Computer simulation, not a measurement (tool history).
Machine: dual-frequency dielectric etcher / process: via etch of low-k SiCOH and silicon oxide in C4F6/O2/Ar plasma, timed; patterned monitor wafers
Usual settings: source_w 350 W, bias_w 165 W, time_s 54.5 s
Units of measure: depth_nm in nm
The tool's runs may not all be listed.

run   hour  source_w  bias_w  time_s  read-back reference wafer on the same gauge, depth_nm  depth_nm
  1    0.0       350     165    54.5                                                  124.0     137.2
  2   55.0       350     165    58.0                                                  123.9     145.9
  3   69.0       350     165    58.0                                                  124.0     145.8
  4   82.5       350     165    59.5                                                  124.1     149.3
  5  114.0       350     165    59.5                                                  124.0     148.9
  6  142.5       350     184    46.5                                                  124.0     120.4
  7  157.9       350     184    46.5                                                  124.0     120.7
  8  176.5       350     165    64.5                                                  124.0     160.6
  9  188.7       350     165    64.5                                                  124.0     161.8
 10  216.5       350     178    54.5                                                  123.9     138.1
     265.5  -- wet clean of the chamber
 11  266.0       350     178    54.5                                                  124.0     144.6
 12  266.3       420     165    63.5                                                  123.9     175.0
 13  285.7       420     165    63.5                                                  124.0     172.1
     293.1  -- bias power generator calibrated
 14  311.7       420     165    63.5                                                  124.0     174.2
     315.8  -- gauge calibrated
     362.5  -- upper electrode replaced
 15  363.0       380     140    43.0                                                  124.0     107.1
 16  363.4       350     140    61.0                                                  124.0     149.0
 17  381.0       320     152    54.5                                                  124.0     132.2
 18  411.9       430     165    40.0                                                  124.0     110.0
 19  438.1       350     165    54.5                                                  124.0     139.8
     459.3  -- source power generator calibrated
 20  460.8       280     165    62.5                                                  124.1     149.7
 21  490.8       440     165    64.0                                                  124.1     173.9
 22  506.1       350     165    68.0                                                  124.0     171.9
 23  518.2       350     190    42.5                                                  124.0     112.9
 24  541.0       300     130    54.5                                                  123.9     121.3
 25  574.1       350     165    54.5                                                  124.0     137.5
 26  593.2       400     146    48.5                                                  124.0     122.1
 27  617.8       270     133    54.5                                                  124.1     118.4
 28  640.6       350     139    45.5                                                  124.1     108.4

Each row is a separate what-if for the run after 28, all from the same tool condition, not one after another. Results?
  A  641.0       350     165    43.0                                                      ?         ?
  B  641.0       350     145    48.0                                                      ?         ?
  C  641.0       290     165    44.5                                                      ?         ?
  D  641.0       350     147    54.5                                                      ?         ?
  E  641.0       410     180    54.5                                                      ?         ?

run  read-back reference wafer on the same gauge, depth_nm  depth_nm
  A                                                  124.1     108.8
  B                                                  124.1     116.0
  C                                                  124.1     106.5
  D                                                  124.1     132.4
  E                                                  124.1     149.3
Take away the tool's hidden state, keep each run's random variation, and the runs would have read:
run  depth_nm
  A     111.5
  B     118.9
  C     109.2
  D     135.7
  E     153.1

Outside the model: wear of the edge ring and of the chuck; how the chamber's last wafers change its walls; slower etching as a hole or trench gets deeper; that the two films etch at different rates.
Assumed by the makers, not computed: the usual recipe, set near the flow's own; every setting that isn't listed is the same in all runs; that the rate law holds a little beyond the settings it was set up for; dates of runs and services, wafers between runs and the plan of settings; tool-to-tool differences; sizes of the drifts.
